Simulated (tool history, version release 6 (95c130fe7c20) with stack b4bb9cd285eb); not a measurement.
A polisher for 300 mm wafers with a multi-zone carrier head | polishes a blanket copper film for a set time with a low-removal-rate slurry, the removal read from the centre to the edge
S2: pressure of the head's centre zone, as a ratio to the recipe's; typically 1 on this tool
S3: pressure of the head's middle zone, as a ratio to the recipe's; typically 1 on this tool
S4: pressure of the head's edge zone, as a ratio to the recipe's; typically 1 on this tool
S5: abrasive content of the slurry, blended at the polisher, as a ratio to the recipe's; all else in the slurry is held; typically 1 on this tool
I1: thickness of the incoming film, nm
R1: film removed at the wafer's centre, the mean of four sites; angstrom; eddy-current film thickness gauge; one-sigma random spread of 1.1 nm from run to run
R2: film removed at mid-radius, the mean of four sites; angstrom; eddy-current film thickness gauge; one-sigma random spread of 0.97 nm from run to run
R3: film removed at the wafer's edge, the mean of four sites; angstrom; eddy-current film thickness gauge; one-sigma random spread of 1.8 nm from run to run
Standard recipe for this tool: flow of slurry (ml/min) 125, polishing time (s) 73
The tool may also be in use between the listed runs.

run 1 day=0 | flow_of_slurry_(ml/min)=95 S2=1 S3=1 S4=1 S5=1 polishing_time_(s)=73 | I1=656.7 | R1=1375 R2=1447 R3=1459
run 2 day=1.738 | flow_of_slurry_(ml/min)=95 S2=1 S3=1 S4=1 S5=1 polishing_time_(s)=73 | I1=661.9 | R1=1403 R2=1424 R3=1455
-- day=3.592 carrier head's membrane replaced by a new one
-- day=4.079 slurry nozzle cleaned
run 3 day=5.146 | flow_of_slurry_(ml/min)=95 S2=1 S3=1 S4=1 S5=1 polishing_time_(s)=73 | I1=669.3 | R1=1385 R2=1436 R3=1437
run 4 day=8.188 | flow_of_slurry_(ml/min)=125 S2=1 S3=1 S4=1 S5=1 polishing_time_(s)=73 | I1=667.2 | R1=1461 R2=1501 R3=1494
-- day=8.575 centre zone pressure recalibrated
run 5 day=11.671 | flow_of_slurry_(ml/min)=125 S2=1 S3=1 S4=1 S5=1 polishing_time_(s)=73 | I1=664.7 | R1=1469 R2=1515 R3=1513
-- day=13.812 worn pad replaced by a new one
run 6 day=15.029 | flow_of_slurry_(ml/min)=125 S2=0.92 S3=1.12 S4=1 S5=0.75 polishing_time_(s)=50 | I1=650.9 | R1=882 R2=1061 R3=992
run 7 day=16.929 | flow_of_slurry_(ml/min)=125 S2=1 S3=1.05 S4=1.1 S5=1 polishing_time_(s)=81 | I1=652.8 | R1=1622 R2=1738 R3=1733
run 8 day=18.5 | flow_of_slurry_(ml/min)=125 S2=1 S3=1.06 S4=1 S5=0.7 polishing_time_(s)=52 | I1=662.9 | R1=967 R2=1053 R3=986
-- day=20.8 slurry nozzle cleaned
run 9 day=22.425 | flow_of_slurry_(ml/min)=125 S2=1 S3=1 S4=1 S5=1.15 polishing_time_(s)=73 | I1=652.4 | R1=1516 R2=1533 R3=1572
run 10 day=23.929 | flow_of_slurry_(ml/min)=125 S2=1 S3=1 S4=0.95 S5=1 polishing_time_(s)=73 | I1=656.7 | R1=1456 R2=1516 R3=1488
run 11 day=25.738 | flow_of_slurry_(ml/min)=85 S2=1 S3=1 S4=1 S5=1 polishing_time_(s)=80 | I1=666.4 | R1=1464 R2=1550 R3=1585
run 12 day=27.4 | flow_of_slurry_(ml/min)=125 S2=0.92 S3=1.12 S4=1 S5=0.75 polishing_time_(s)=50 | I1=649.2 | R1=859 R2=1077 R3=965
-- day=30.508 carrier head's membrane replaced by a new one
run 13 day=30.529 | flow_of_slurry_(ml/min)=125 S2=1 S3=1 S4=1 S5=1 polishing_time_(s)=73 | I1=668.2 | R1=1445 R2=1517 R3=1512
-- day=33.783 edge zone pressure recalibrated
run 14 day=34.317 | flow_of_slurry_(ml/min)=125 S2=1 S3=0.92 S4=1.07 S5=0.8 polishing_time_(s)=73 | I1=654.7 | R1=1390 R2=1360 R3=1477
-- day=34.708 worn pad replaced by a new one
run 15 day=37.088 | flow_of_slurry_(ml/min)=125 S2=1 S3=1 S4=1 S5=1 polishing_time_(s)=73 | I1=672.5 | R1=1467 R2=1513 R3=1522
-- day=37.742 centre zone pressure recalibrated
-- day=39.65 slurry nozzle cleaned
run 16 day=41.35 | flow_of_slurry_(ml/min)=125 S2=0.96 S3=0.91 S4=1 S5=1 polishing_time_(s)=73 | I1=670 | R1=1409 R2=1393 R3=1489
run 17 day=45.442 | flow_of_slurry_(ml/min)=145 S2=0.97 S3=1.05 S4=1.09 S5=1 polishing_time_(s)=73 | I1=651.5 | R1=1444 R2=1618 R3=1566
run 18 day=46.942 | flow_of_slurry_(ml/min)=125 S2=0.92 S3=1.12 S4=1 S5=0.75 polishing_time_(s)=50 | I1=660.9 | R1=872 R2=1081 R3=967
run 19 day=50.5 | flow_of_slurry_(ml/min)=125 S2=1 S3=1 S4=1 S5=1 polishing_time_(s)=73 | I1=669.1 | R1=1459 R2=1516 R3=1479
-- day=51.321 carrier head's membrane replaced by a new one
run 20 day=53.6 | flow_of_slurry_(ml/min)=125 S2=1.11 S3=1 S4=1 S5=1.1 polishing_time_(s)=73 | I1=667.2 | R1=1647 R2=1534 R3=1538

Here are 5 independent what-if runs from the current tool condition. What would each one return?
run A day=53.617 | flow_of_slurry_(ml/min)=125 S2=1 S3=1.06 S4=1 S5=1 polishing_time_(s)=73 | I1=654.1 | R1=? R2=? R3=?
run B day=53.617 | flow_of_slurry_(ml/min)=125 S2=1 S3=1.12 S4=1 S5=1 polishing_time_(s)=73 | I1=654.1 | R1=? R2=? R3=?
run C day=53.617 | flow_of_slurry_(ml/min)=160 S2=1 S3=1 S4=1.08 S5=1 polishing_time_(s)=48 | I1=654.1 | R1=? R2=? R3=?
run D day=53.617 | flow_of_slurry_(ml/min)=165 S2=0.89 S3=1 S4=1.06 S5=1.1 polishing_time_(s)=73 | I1=654.1 | R1=? R2=? R3=?
run E day=53.617 | flow_of_slurry_(ml/min)=140 S2=1 S3=0.92 S4=1 S5=1 polishing_time_(s)=73 | I1=654.1 | R1=? R2=? R3=?

run=A R1=1454 R2=1592 R3=1508
run=B R1=1454 R2=1668 R3=1507
run=C R1=998 R2=1035 R3=1054
run=D R1=1384 R2=1614 R3=1627
run=E R1=1483 R2=1439 R3=1530
With the hidden condition removed and each run's random variation left untouched, the same runs would have given:
run=A R1=1454 R2=1592 R3=1508
run=B R1=1454 R2=1668 R3=1507
run=C R1=998 R2=1035 R3=1054
run=D R1=1384 R2=1614 R3=1627
run=E R1=1483 R2=1439 R3=1530
